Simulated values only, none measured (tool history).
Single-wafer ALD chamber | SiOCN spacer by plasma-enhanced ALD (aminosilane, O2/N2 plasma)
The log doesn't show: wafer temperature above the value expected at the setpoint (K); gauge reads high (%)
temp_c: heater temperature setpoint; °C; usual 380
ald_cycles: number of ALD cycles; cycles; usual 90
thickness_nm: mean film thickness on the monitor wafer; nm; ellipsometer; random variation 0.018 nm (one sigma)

run,hour,temp_c,ald_cycles,wafers since the last listed run,hours since the last thermocouple change,hours since the gauge calibration,"read-back reference wafer on the same gauge, thickness_nm",thickness_nm
1,0.0,380,90,0,1773.0,52.2,4.687,5.590
2,34.3,380,90,86,1807.3,86.5,4.687,5.653
3,54.5,380,90,50,1827.5,106.7,4.685,5.632
4,87.7,380,90,83,1860.7,139.9,4.664,5.581
5,138.2,368,90,126,1911.2,190.4,4.662,5.622
6,166.9,368,90,72,1939.9,219.1,4.657,5.605
7,190.6,387,90,59,1963.6,242.8,4.654,5.601
8,208.9,380,90,45,1981.9,261.1,4.652,5.620
9,234.3,380,90,63,2007.3,286.5,4.649,5.586
# hour 273.7: thermocouple changed; heater temperature recalibrated
10,274.2,389,81,80,0.5,326.4,4.645,5.018
# hour 278.1: gauge calibrated
11,300.4,376,90,65,26.7,22.3,4.692,5.600
12,329.1,380,75,72,55.4,51.0,4.681,4.687
13,365.0,380,90,90,91.3,86.9,4.680,5.635
14,383.5,390,82,46,109.8,105.4,4.677,5.102
15,398.6,386,73,37,124.9,120.5,4.674,4.548
16,424.7,370,78,65,151.0,146.6,4.670,4.868
17,448.9,369,105,60,175.2,170.8,4.658,6.554

Forecast each of these 5 alternatives for the next run:
A,449.5,389,90,1,175.8,171.4,?,?
B,449.5,366,72,1,175.8,171.4,?,?
C,449.5,374,84,1,175.8,171.4,?,?
D,449.5,380,97,1,175.8,171.4,?,?
E,449.5,375,82,1,175.8,171.4,?,?

run,"read-back reference wafer on the same gauge, thickness_nm",thickness_nm
A,4.668,5.597
B,4.668,4.478
C,4.668,5.224
D,4.668,6.033
E,4.668,5.100
Without the tool's hidden state the same runs would have given:
run,thickness_nm
A,5.641
B,4.513
C,5.265
D,6.080
E,5.140
